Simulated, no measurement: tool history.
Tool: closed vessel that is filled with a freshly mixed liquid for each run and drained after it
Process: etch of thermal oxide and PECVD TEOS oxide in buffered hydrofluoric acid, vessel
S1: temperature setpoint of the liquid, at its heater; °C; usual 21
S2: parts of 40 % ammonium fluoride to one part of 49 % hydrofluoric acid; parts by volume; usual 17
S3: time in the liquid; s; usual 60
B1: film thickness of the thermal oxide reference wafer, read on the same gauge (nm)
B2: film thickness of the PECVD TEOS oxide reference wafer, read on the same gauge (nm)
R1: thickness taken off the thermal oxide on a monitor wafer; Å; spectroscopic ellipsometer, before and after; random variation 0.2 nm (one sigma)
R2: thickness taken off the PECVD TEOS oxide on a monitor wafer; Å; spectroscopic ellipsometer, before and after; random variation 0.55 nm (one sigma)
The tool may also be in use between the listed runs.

run,hour,S1,S2,S3,B1,B2,R1,R2
1,0,21,17,60,30,110,410.5,823.1
2,50.7,21,17,60,30.01,109.98,415.7,820.8
3,80.3,18,13.5,70,30.02,110.01,510.1,1002.6
4,117.6,23,19.5,80,30,110.01,537.4,1074.2
5,154,17,23.5,60,30.02,109.99,251.1,494.9
6,191.2,19,11,90,30.02,110.02,850.8,1677.7
7,218.7,21,19.5,60,30.06,110.02,361.9,714.7
# hour 237.9: thermometer replaced, repeated, since the last time left the tool worse
8,287.9,21,17,85,30.01,109.98,516.1,1036
# hour 379: hydrofluoric acid flow meter replaced
9,395,24,14.5,80,29.98,109.98,673,1349.1
10,452.9,25,21.5,60,30,110.02,375.8,739
# hour 469.6: gauge calibrated
11,495.5,21,17,60,30.02,110,371.8,737
12,558.1,26,17,30,29.98,109.98,244.6,482.7
13,610.7,21,12.5,40,30.03,110,331.4,657.8
14,715.2,17.5,17,85,29.98,110.01,431.8,865.4
15,758.8,26,14.5,45,30.02,110,429.2,849.3
16,824.1,17,22,40,30.01,110,159.7,312.3
17,897.7,17,14,50,30.03,110.01,300.1,598.5
18,967.6,22.5,23,85,30.01,110,443.1,869.9
19,993,21,17,75,29.98,109.98,467.5,928.8
20,1060.2,21,17,30,30,109.99,188.9,366.8
21,1116.9,26,17,60,29.98,110.01,496.7,978.6
22,1187.9,21,14,95,30,109.99,715.1,1421.8
23,1350.1,21,17,60,30.03,110,376.9,742.5
24,1378.1,17,13,95,30.01,109.98,625.8,1220
25,1403.4,22.5,17,60,30.01,110,411.7,815.4
26,1432.7,21,17,60,30,109.98,379.1,748.8

4 ways to go on from here, each from the tool as it stands after run 26. What would each give?
A,1433.4,21,13,60,?,?,?,?
B,1433.4,21,17,80,?,?,?,?
C,1433.4,21,20.5,60,?,?,?,?
D,1433.4,17.5,17,60,?,?,?,?

run,B1,B2,R1,R2
A,29.95,110,487.8,968.9
B,29.95,110,499.6,992.4
C,29.95,110,313.8,623.3
D,29.95,110,307.9,611.5
Without the tool's hidden state the same runs would have given:
run,R1,R2
A,469.9,933.5
B,481.3,956.1
C,302.3,600.5
D,296.3,588.7
